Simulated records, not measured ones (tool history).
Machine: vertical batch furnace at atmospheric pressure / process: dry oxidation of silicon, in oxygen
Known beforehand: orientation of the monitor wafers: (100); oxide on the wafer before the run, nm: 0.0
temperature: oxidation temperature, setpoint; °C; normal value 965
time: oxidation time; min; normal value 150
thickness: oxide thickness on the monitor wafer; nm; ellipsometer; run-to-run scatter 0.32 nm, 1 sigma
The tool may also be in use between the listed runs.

run,day,temperature,time,wafers since the last listed run,hours since the last temperature calibration,hours since the boat lift was adjusted,hours since the gauge calibration,"read-back reference wafer on the same gauge, thickness",thickness
1,0,953,150,0,1854.8,4208.6,992.7,56.72,62.11
2,2.725,953,150,572,1920.2,4274,1058.1,56.8,62.29
3,5.283,953,150,537,1981.6,4335.4,1119.5,56.62,62.35
# day 5.746: gauge calibrated
4,7.25,965,150,412,2028.8,4382.6,36.1,56.78,69.07
5,8.533,965,150,269,2059.6,4413.4,66.9,56.59,69.17
6,10.4,965,150,391,2104.4,4458.2,111.7,56.7,69.44
7,13.138,965,150,574,2170.1,4523.9,177.4,56.78,69.64
8,16.067,965,150,615,2240.4,4594.2,247.7,56.67,69.45
9,17.2,965,184,237,2267.6,4621.4,274.9,56.73,79.29
10,18.854,965,184,347,2307.3,4661.1,314.6,56.7,79.83
11,20.05,965,150,251,2336,4689.8,343.3,56.61,69.1
12,22.904,965,150,599,2404.5,4758.3,411.8,56.7,69.19
13,25.354,954,208,514,2463.3,4817.1,470.6,56.84,80.91
14,26.442,954,208,228,2489.4,4843.2,496.7,56.68,80.86
15,28.121,956,150,352,2529.7,4883.5,537,56.67,64.58
16,29.95,965,150,384,2573.6,4927.4,580.9,56.73,69.83
17,32.729,965,150,583,2640.3,4994.1,647.6,56.7,69.44
18,35.071,965,150,491,2696.5,5050.3,703.8,56.67,68.75
19,36.558,965,150,312,2732.2,5086,739.5,56.71,69.56
20,38.492,951,150,405,2778.6,5132.4,785.9,56.63,62.31
21,40.529,965,184,427,2827.5,5181.3,834.8,56.75,80.24
22,42.096,965,150,328,2865.1,5218.9,872.4,56.61,69.61
23,43.221,953,100.5,236,2892.1,5245.9,899.4,56.68,47.7
24,46.171,957,211,619,2962.9,5316.7,970.2,56.68,83.43
# day 47.217: boat lift adjusted
# day 47.883: thermocouples replaced and temperature profile calibrated
25,49.212,945,87.5,289,31.9,47.9,1043.2,56.63,41
# day 49.808: gauge calibrated
26,50.575,965,150,286,64.6,80.6,18.4,56.67,71.07
27,52.721,948,199,450,116.1,132.1,69.9,56.69,76.26
28,55.171,981,108.5,514,174.9,190.9,128.7,56.63,64.27
29,56.204,949,105.5,216,199.7,215.7,153.5,56.59,48.86
30,57.671,965,223.5,307,234.9,250.9,188.7,56.74,94.91
31,58.717,965,150,219,260,276,213.8,56.65,71.84
32,60,965,150,269,290.8,306.8,244.6,56.6,71.47
# day 63.688: thermocouples replaced and temperature profile calibrated, repeated, since the last time left the tool worse
33,63.708,973,204.5,568,0.5,395.8,333.6,56.79,90.04
34,64.708,965,89,209,24.5,419.8,357.6,56.6,46.66
35,66.7,965,150,418,72.3,467.6,405.4,56.72,67.99
36,69.142,944,90,512,130.9,526.2,464,56.51,38.87
37,71.392,965,111,472,184.9,580.2,518,56.67,55.28

3 ways to go on from here, each from the tool as it stands after run 37. What would each give?
A,71.671,965,150,58,191.6,586.9,524.7,?,?
B,71.671,965,95,58,191.6,586.9,524.7,?,?
C,71.671,941,185.5,58,191.6,586.9,524.7,?,?

run,"read-back reference wafer on the same gauge, thickness",thickness
A,56.66,68.16
B,56.66,49.36
C,56.66,63.4
What these runs would have given with no unlogged condition in the tool:
run,thickness
A,68.02
B,49.26
C,63.23

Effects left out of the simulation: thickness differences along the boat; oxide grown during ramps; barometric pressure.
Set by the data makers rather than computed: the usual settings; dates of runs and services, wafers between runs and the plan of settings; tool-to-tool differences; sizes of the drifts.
